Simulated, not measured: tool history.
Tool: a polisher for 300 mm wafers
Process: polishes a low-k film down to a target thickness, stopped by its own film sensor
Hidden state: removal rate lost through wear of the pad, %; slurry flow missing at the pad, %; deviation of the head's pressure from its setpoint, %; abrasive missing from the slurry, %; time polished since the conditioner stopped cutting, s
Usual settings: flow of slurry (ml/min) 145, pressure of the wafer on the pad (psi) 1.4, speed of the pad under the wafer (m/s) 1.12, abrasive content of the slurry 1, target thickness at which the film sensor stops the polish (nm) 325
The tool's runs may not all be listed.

run	hour	flow of slurry (ml/min)	pressure of the wafer on the pad (psi)	speed of the pad under the wafer (m/s)	abrasive content of the slurry	target thickness at which the film sensor stops the polish (nm)	wafers since the last listed run	wafers polished on this pad	hours since the slurry nozzle was cleaned	hours since the head pressure was calibrated	hours since the slurry blender was calibrated	hours since the conditioning disc was replaced	incoming thickness of the incoming film, nm	time until the film sensor stopped the polish (s)
1	0	145	1.4	1.12	1	332	0	2311	77.3	141.2	288.4	429.4	359	116
2	43.2	145	1.4	1.44	1	325	556	2868	120.5	184.4	331.6	472.6	354.3	103.3
# hour 125: slurry blender recalibrated
3	139	145	1.4	1.44	1	325	1208	4076	216.3	280.2	14	568.4	358.8	120.6
# hour 155.8: conditioning disc replaced and pad reconditioned
4	212.8	145	1.4	1.44	1	325	925	5002	290.1	354	87.8	57	362.1	124.9
5	260.3	145	1.4	1.12	1	325	612	5614	337.6	401.5	135.3	104.5	363.8	157.7
# hour 280.1: worn pad replaced by a new one
6	301.6	145	1.4	1.12	1	325	480	277	378.9	442.8	176.6	145.8	361.3	146.3
7	352.3	145	1.4	1.12	1	325	653	930	429.6	493.5	227.3	196.5	358.1	139.1
8	407.9	105	1.4	1.12	1	325	716	1646	485.2	549.1	282.9	252.1	353.7	129.3
9	458.2	145	1.4	1.12	1	325	648	2295	535.5	599.4	333.2	302.4	359.8	142.6
# hour 522.6: slurry nozzle cleaned
# hour 528.8: slurry blender recalibrated
10	548.6	145	1.4	1.12	1	325	1126	3421	26	689.8	19.8	392.8	366.7	173
11	614.4	145	1.4	0.8	0.8	325	847	4269	91.8	755.6	85.6	458.6	359.7	206.1
12	703.2	145	1.4	1.12	1	325	1144	5413	180.6	844.4	174.4	547.4	353.3	121.4
# hour 746.1: conditioning disc replaced and pad reconditioned
13	761.6	145	0.9	1.12	1.25	325	726	6140	239	902.8	232.8	15.5	362	210.2
# hour 787.7: worn pad replaced by a new one
14	861.3	145	1.4	1.12	0.75	329	1233	948	338.7	1002.5	332.5	115.2	359.8	141.5
15	917.4	145	1.4	1.12	1	334	722	1671	394.8	1058.6	388.6	171.3	358.5	102
# hour 933.9: slurry blender recalibrated
16	977.4	175	1.4	1.12	1	325	747	2418	454.8	1118.6	43.5	231.3	364.9	156.9
17	1080.5	190	1.8	1.36	0.8	325	1328	3747	557.9	1221.7	146.6	334.4	361.4	107.2
# hour 1104.6: head pressure recalibrated
18	1176.8	145	1.4	1.44	1	325	1215	4962	654.2	72.2	242.9	430.7	361.2	125
# hour 1205.6: worn pad replaced by a new one
# hour 1231.9: slurry nozzle cleaned
19	1281.6	145	1.4	1.12	1.2	325	1286	966	49.7	177	347.7	535.5	362.4	148
# hour 1305.6: conditioning disc replaced and pad reconditioned
20	1359.5	145	1.4	1.12	1	325	978	1944	127.6	254.9	425.6	53.9	360.5	143
# hour 1385.7: slurry blender recalibrated
21	1440.2	145	1.6	1.12	1	325	1014	2958	208.3	335.6	54.5	134.6	354.9	105.6
22	1497.1	145	1.4	1.26	1.15	313	733	3691	265.2	392.5	111.4	191.5	360.9	172.4
23	1562.2	145	1.4	1.12	1	325	838	4530	330.3	457.6	176.5	256.6	364.7	164.2
24	1624.6	145	1	1.12	1.15	325	804	5334	392.7	520	238.9	319	359.9	189.5
# hour 1681.6: worn pad replaced by a new one
25	1698.3	145	1.9	1.12	1	325	898	215	466.4	593.7	312.6	392.7	363.1	120.8

Measured less the same run without the tool's hidden state. The same run-to-run variation is in both; the gauge's scatter may not be:
run	time until the film sensor stopped the polish (s)
1	+7.2
2	+8.5
3	+11.4
4	+2.9
5	+3.9
6	+4.4
7	+5
8	+5.6
9	+7.1
10	+10.4
11	+10.8
12	+9.4
13	+0.9
14	+2.8
15	+2.7
16	+5.4
17	+7.2
18	+8.9
19	+10.4
20	+2.3
21	+3.2
22	+6.4
23	+6.8
24	+7.1
25	+8.9
